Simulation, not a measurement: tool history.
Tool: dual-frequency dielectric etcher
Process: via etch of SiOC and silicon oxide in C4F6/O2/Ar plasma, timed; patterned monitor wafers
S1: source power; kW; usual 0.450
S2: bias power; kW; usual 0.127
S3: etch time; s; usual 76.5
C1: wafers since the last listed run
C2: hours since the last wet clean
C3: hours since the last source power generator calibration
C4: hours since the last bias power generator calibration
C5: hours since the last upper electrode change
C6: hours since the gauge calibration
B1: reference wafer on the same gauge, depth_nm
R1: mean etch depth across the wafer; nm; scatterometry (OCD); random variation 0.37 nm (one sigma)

{"run": 1, "day": 0.0, "S1": 0.45, "S2": 0.127, "S3": 76.5, "C1": 0, "C2": 103.5, "C3": 2396.2, "C4": 1302.7, "C5": 76.6, "C6": 2686.9, "B1": 65.4, "R1": 77.5}
{"run": 2, "day": 1.833, "S1": 0.45, "S2": 0.109, "S3": 76.5, "C1": 265, "C2": 147.5, "C3": 2440.2, "C4": 1346.7, "C5": 120.6, "C6": 2730.9, "B1": 65.3, "R1": 76.5}
{"day": 4.017, "done": "source power generator calibrated"}
{"run": 3, "day": 5.383, "S1": 0.45, "S2": 0.127, "S3": 84.5, "C1": 490, "C2": 232.7, "C3": 32.8, "C4": 1431.9, "C5": 205.8, "C6": 2816.1, "B1": 65.2, "R1": 83.2}
{"day": 5.996, "done": "bias power generator calibrated"}
{"run": 4, "day": 18.338, "S1": 0.45, "S2": 0.127, "S3": 84.5, "C1": 1854, "C2": 543.6, "C3": 343.7, "C4": 296.2, "C5": 516.7, "C6": 3127.0, "B1": 65.5, "R1": 82.5}
{"run": 5, "day": 21.412, "S1": 0.45, "S2": 0.127, "S3": 76.5, "C1": 445, "C2": 617.4, "C3": 417.5, "C4": 370.0, "C5": 590.5, "C6": 3200.8, "B1": 65.2, "R1": 73.9}
{"run": 6, "day": 25.612, "S1": 0.34, "S2": 0.105, "S3": 54.5, "C1": 609, "C2": 718.2, "C3": 518.3, "C4": 470.8, "C5": 691.3, "C6": 3301.6, "B1": 65.3, "R1": 42.7}
{"day": 28.392, "done": "wet clean of the chamber"}
{"run": 7, "day": 28.412, "S1": 0.45, "S2": 0.127, "S3": 68.0, "C1": 261, "C2": 0.5, "C3": 585.5, "C4": 538.0, "C5": 758.5, "C6": 3368.8, "B1": 65.3, "R1": 68.0}
{"run": 8, "day": 32.121, "S1": 0.35, "S2": 0.101, "S3": 54.0, "C1": 537, "C2": 89.5, "C3": 674.5, "C4": 627.0, "C5": 847.5, "C6": 3457.8, "B1": 65.4, "R1": 43.8}
{"run": 9, "day": 34.029, "S1": 0.45, "S2": 0.109, "S3": 76.5, "C1": 276, "C2": 135.3, "C3": 720.3, "C4": 672.8, "C5": 893.3, "C6": 3503.6, "B1": 65.2, "R1": 74.1}
{"day": 38.308, "done": "gauge calibrated"}
{"run": 10, "day": 38.371, "S1": 0.45, "S2": 0.127, "S3": 76.5, "C1": 629, "C2": 239.5, "C3": 824.5, "C4": 777.0, "C5": 997.5, "C6": 1.5, "B1": 65.4, "R1": 75.5}
{"run": 11, "day": 40.304, "S1": 0.45, "S2": 0.127, "S3": 76.5, "C1": 280, "C2": 285.9, "C3": 870.9, "C4": 823.4, "C5": 1043.9, "C6": 47.9, "B1": 65.2, "R1": 76.8}
{"run": 12, "day": 45.446, "S1": 0.45, "S2": 0.104, "S3": 68.0, "C1": 745, "C2": 409.3, "C3": 994.3, "C4": 946.8, "C5": 1167.3, "C6": 171.3, "B1": 65.3, "R1": 64.8}
{"run": 13, "day": 47.546, "S1": 0.41, "S2": 0.11, "S3": 58.0, "C1": 304, "C2": 459.7, "C3": 1044.7, "C4": 997.2, "C5": 1217.7, "C6": 221.7, "B1": 65.1, "R1": 52.5}
{"run": 14, "day": 49.121, "S1": 0.45, "S2": 0.151, "S3": 76.5, "C1": 228, "C2": 497.5, "C3": 1082.5, "C4": 1035.0, "C5": 1255.5, "C6": 259.5, "B1": 65.2, "R1": 77.7}
{"run": 15, "day": 51.388, "S1": 0.34, "S2": 0.101, "S3": 88.5, "C1": 328, "C2": 551.9, "C3": 1136.9, "C4": 1089.4, "C5": 1309.9, "C6": 313.9, "B1": 65.3, "R1": 69.9}
{"day": 54.375, "done": "wet clean of the chamber"}
{"run": 16, "day": 54.775, "S1": 0.45, "S2": 0.137, "S3": 69.0, "C1": 346, "C2": 9.6, "C3": 1218.2, "C4": 1170.7, "C5": 1391.2, "C6": 395.2, "B1": 65.5, "R1": 70.1}
{"run": 17, "day": 58.921, "S1": 0.45, "S2": 0.127, "S3": 76.5, "C1": 601, "C2": 109.1, "C3": 1317.7, "C4": 1270.2, "C5": 1490.7, "C6": 494.7, "B1": 65.3, "R1": 76.4}
{"run": 18, "day": 60.45, "S1": 0.45, "S2": 0.127, "S3": 76.5, "C1": 221, "C2": 145.8, "C3": 1354.4, "C4": 1306.9, "C5": 1527.4, "C6": 531.4, "B1": 65.3, "R1": 76.5}
{"run": 19, "day": 62.1, "S1": 0.45, "S2": 0.127, "S3": 76.5, "C1": 239, "C2": 185.4, "C3": 1394.0, "C4": 1346.5, "C5": 1567.0, "C6": 571.0, "B1": 65.4, "R1": 76.8}
{"run": 20, "day": 64.262, "S1": 0.45, "S2": 0.127, "S3": 76.5, "C1": 313, "C2": 237.3, "C3": 1445.9, "C4": 1398.4, "C5": 1618.9, "C6": 622.9, "B1": 65.3, "R1": 76.7}
{"day": 68.642, "done": "bias power generator calibrated"}
{"run": 21, "day": 69.458, "S1": 0.45, "S2": 0.127, "S3": 76.5, "C1": 729, "C2": 362.0, "C3": 1570.6, "C4": 19.6, "C5": 1743.6, "C6": 747.6, "B1": 65.1, "R1": 77.0}
{"run": 22, "day": 72.067, "S1": 0.45, "S2": 0.127, "S3": 76.5, "C1": 378, "C2": 424.6, "C3": 1633.2, "C4": 82.2, "C5": 1806.2, "C6": 810.2, "B1": 65.2, "R1": 76.6}
{"run": 23, "day": 74.683, "S1": 0.45, "S2": 0.127, "S3": 76.5, "C1": 379, "C2": 487.4, "C3": 1696.0, "C4": 145.0, "C5": 1869.0, "C6": 873.0, "B1": 65.4, "R1": 75.5}
{"run": 24, "day": 77.788, "S1": 0.45, "S2": 0.127, "S3": 91.5, "C1": 450, "C2": 561.9, "C3": 1770.5, "C4": 219.5, "C5": 1943.5, "C6": 947.5, "B1": 65.2, "R1": 91.2}
{"run": 25, "day": 80.525, "S1": 0.36, "S2": 0.151, "S3": 85.5, "C1": 397, "C2": 627.6, "C3": 1836.2, "C4": 285.2, "C5": 2009.2, "C6": 1013.2, "B1": 65.3, "R1": 76.7}
{"run": 26, "day": 83.929, "S1": 0.45, "S2": 0.11, "S3": 76.5, "C1": 493, "C2": 709.3, "C3": 1917.9, "C4": 366.9, "C5": 2090.9, "C6": 1094.9, "B1": 65.2, "R1": 73.7}
{"day": 85.354, "done": "wet clean of the chamber"}
{"run": 27, "day": 85.717, "S1": 0.45, "S2": 0.108, "S3": 93.0, "C1": 114, "C2": 8.7, "C3": 1960.8, "C4": 409.8, "C5": 2133.8, "C6": 1137.8, "B1": 65.3, "R1": 91.8}
{"run": 28, "day": 88.708, "S1": 0.51, "S2": 0.141, "S3": 76.5, "C1": 433, "C2": 80.5, "C3": 2032.6, "C4": 481.6, "C5": 2205.6, "C6": 1209.6, "B1": 65.3, "R1": 85.0}
{"run": 29, "day": 93.004, "S1": 0.48, "S2": 0.118, "S3": 56.0, "C1": 623, "C2": 183.6, "C3": 2135.7, "C4": 584.7, "C5": 2308.7, "C6": 1312.7, "B1": 65.4, "R1": 58.0}

Forecast each of these 4 alternatives for the next run:
{"run": "A", "day": 93.021, "S1": 0.45, "S2": 0.127, "S3": 76.5, "C1": 2, "C2": 184.0, "C3": 2136.1, "C4": 585.1, "C5": 2309.1, "C6": 1313.1, "B1": "?", "R1": "?"}
{"run": "B", "day": 93.021, "S1": 0.41, "S2": 0.127, "S3": 63.5, "C1": 2, "C2": 184.0, "C3": 2136.1, "C4": 585.1, "C5": 2309.1, "C6": 1313.1, "B1": "?", "R1": "?"}
{"run": "C", "day": 93.021, "S1": 0.35, "S2": 0.114, "S3": 92.0, "C1": 2, "C2": 184.0, "C3": 2136.1, "C4": 585.1, "C5": 2309.1, "C6": 1313.1, "B1": "?", "R1": "?"}
{"run": "D", "day": 93.021, "S1": 0.38, "S2": 0.151, "S3": 76.5, "C1": 2, "C2": 184.0, "C3": 2136.1, "C4": 585.1, "C5": 2309.1, "C6": 1313.1, "B1": "?", "R1": "?"}

run=A B1=65.2 R1=77.4
run=B B1=65.2 R1=60.8
run=C B1=65.2 R1=78.0
run=D B1=65.2 R1=72.2
Without the tool's hidden state the same runs would have given:
run=A R1=76.0
run=B R1=59.6
run=C R1=76.5
run=D R1=70.9
